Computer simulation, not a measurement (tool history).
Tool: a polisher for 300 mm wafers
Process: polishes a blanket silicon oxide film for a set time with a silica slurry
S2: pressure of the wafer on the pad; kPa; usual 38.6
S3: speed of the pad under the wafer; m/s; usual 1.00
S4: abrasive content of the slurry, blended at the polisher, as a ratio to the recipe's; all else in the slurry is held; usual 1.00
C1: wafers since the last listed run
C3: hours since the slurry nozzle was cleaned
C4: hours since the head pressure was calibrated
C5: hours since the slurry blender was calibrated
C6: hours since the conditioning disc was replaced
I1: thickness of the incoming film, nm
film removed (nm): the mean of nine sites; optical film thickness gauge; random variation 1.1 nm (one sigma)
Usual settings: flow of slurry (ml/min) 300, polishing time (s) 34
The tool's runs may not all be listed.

run 1 hour=0.0 | flow_of_slurry_(ml/min)=300 S2=38.6 S3=0.84 S4=1.00 polishing_time_(s)=34 | C1=0 wafers_polished_on_this_pad=26 C3=417.6 C4=1364.5 C5=93.6 C6=486.7 | I1=877.8 | film_removed_(nm)=103.6
run 2 hour=6.6 | flow_of_slurry_(ml/min)=300 S2=38.6 S3=1.00 S4=1.00 polishing_time_(s)=34 | C1=48 wafers_polished_on_this_pad=75 C3=424.2 C4=1371.1 C5=100.2 C6=493.3 | I1=900.2 | film_removed_(nm)=118.4
run 3 hour=14.4 | flow_of_slurry_(ml/min)=300 S2=38.6 S3=0.74 S4=1.00 polishing_time_(s)=34 | C1=57 wafers_polished_on_this_pad=132 C3=432.0 C4=1378.9 C5=108.0 C6=501.1 | I1=873.8 | film_removed_(nm)=94.9
run 4 hour=31.2 | flow_of_slurry_(ml/min)=300 S2=38.6 S3=0.74 S4=1.00 polishing_time_(s)=34 | C1=123 wafers_polished_on_this_pad=255 C3=448.8 C4=1395.7 C5=124.8 C6=517.9 | I1=883.3 | film_removed_(nm)=94.3
run 5 hour=47.7 | flow_of_slurry_(ml/min)=300 S2=38.6 S3=1.00 S4=1.00 polishing_time_(s)=34 | C1=120 wafers_polished_on_this_pad=376 C3=465.3 C4=1412.2 C5=141.3 C6=534.4 | I1=882.9 | film_removed_(nm)=117.4
-- hour=56.7 slurry blender recalibrated
-- hour=59.2 slurry nozzle cleaned
run 6 hour=59.5 | flow_of_slurry_(ml/min)=300 S2=38.6 S3=1.00 S4=1.00 polishing_time_(s)=34 | C1=64 wafers_polished_on_this_pad=440 C3=0.3 C4=1424.0 C5=2.8 C6=546.2 | I1=884.7 | film_removed_(nm)=117.0
-- hour=75.0 worn pad replaced by a new one
run 7 hour=76.4 | flow_of_slurry_(ml/min)=300 S2=38.6 S3=1.00 S4=1.00 polishing_time_(s)=34 | C1=94 wafers_polished_on_this_pad=10 C3=17.2 C4=1440.9 C5=19.7 C6=563.1 | I1=898.6 | film_removed_(nm)=115.9
-- hour=89.9 head pressure recalibrated
run 8 hour=90.4 | flow_of_slurry_(ml/min)=300 S2=25.5 S3=1.00 S4=0.75 polishing_time_(s)=34 | C1=87 wafers_polished_on_this_pad=98 C3=31.2 C4=0.5 C5=33.7 C6=577.1 | I1=898.6 | film_removed_(nm)=62.4
run 9 hour=99.2 | flow_of_slurry_(ml/min)=300 S2=48.3 S3=1.14 S4=1.00 polishing_time_(s)=42 | C1=64 wafers_polished_on_this_pad=162 C3=40.0 C4=9.3 C5=42.5 C6=585.9 | I1=902.3 | film_removed_(nm)=186.3
-- hour=110.2 conditioning disc replaced and pad reconditioned
run 10 hour=115.3 | flow_of_slurry_(ml/min)=300 S2=38.6 S3=1.00 S4=1.00 polishing_time_(s)=34 | C1=103 wafers_polished_on_this_pad=266 C3=56.1 C4=25.4 C5=58.6 C6=5.1 | I1=891.0 | film_removed_(nm)=106.4
run 11 hour=122.2 | flow_of_slurry_(ml/min)=275 S2=38.6 S3=1.28 S4=0.70 polishing_time_(s)=41 | C1=50 wafers_polished_on_this_pad=316 C3=63.0 C4=32.3 C5=65.5 C6=12.0 | I1=889.0 | film_removed_(nm)=109.7
run 12 hour=129.9 | flow_of_slurry_(ml/min)=300 S2=38.6 S3=1.00 S4=1.00 polishing_time_(s)=34 | C1=56 wafers_polished_on_this_pad=372 C3=70.7 C4=40.0 C5=73.2 C6=19.7 | I1=907.2 | film_removed_(nm)=106.0
run 13 hour=143.0 | flow_of_slurry_(ml/min)=220 S2=33.1 S3=0.66 S4=0.75 polishing_time_(s)=34 | C1=95 wafers_polished_on_this_pad=468 C3=83.8 C4=53.1 C5=86.3 C6=32.8 | I1=888.9 | film_removed_(nm)=54.7
-- hour=147.6 worn pad replaced by a new one
-- hour=153.3 conditioning disc replaced and pad reconditioned, repeated, since the last time left the tool worse
run 14 hour=182.2 | flow_of_slurry_(ml/min)=300 S2=38.6 S3=1.00 S4=1.00 polishing_time_(s)=24 | C1=243 wafers_polished_on_this_pad=238 C3=123.0 C4=92.3 C5=125.5 C6=28.9 | I1=891.1 | film_removed_(nm)=93.7

4 ways to go on from here, each from the tool as it stands after run 14. What would each give?
run A hour=182.6 | flow_of_slurry_(ml/min)=300 S2=38.6 S3=1.00 S4=1.00 polishing_time_(s)=34 | C1=2 wafers_polished_on_this_pad=241 C3=123.4 C4=92.7 C5=125.9 C6=29.3 | I1=898.7 | film_removed_(nm)=?
run B hour=182.6 | flow_of_slurry_(ml/min)=300 S2=27.6 S3=1.00 S4=0.75 polishing_time_(s)=34 | C1=2 wafers_polished_on_this_pad=241 C3=123.4 C4=92.7 C5=125.9 C6=29.3 | I1=898.7 | film_removed_(nm)=?
run C hour=182.6 | flow_of_slurry_(ml/min)=265 S2=42.1 S3=1.00 S4=1.10 polishing_time_(s)=42 | C1=2 wafers_polished_on_this_pad=241 C3=123.4 C4=92.7 C5=125.9 C6=29.3 | I1=898.7 | film_removed_(nm)=?
run D hour=182.6 | flow_of_slurry_(ml/min)=300 S2=38.6 S3=0.74 S4=1.10 polishing_time_(s)=45 | C1=2 wafers_polished_on_this_pad=241 C3=123.4 C4=92.7 C5=125.9 C6=29.3 | I1=898.7 | film_removed_(nm)=?

run=A film_removed_(nm)=132.5
run=B film_removed_(nm)=75.0
run=C film_removed_(nm)=187.3
run=D film_removed_(nm)=147.1
Without the tool's hidden state the same runs would have given:
run=A film_removed_(nm)=135.1
run=B film_removed_(nm)=76.1
run=C film_removed_(nm)=191.3
run=D film_removed_(nm)=149.3
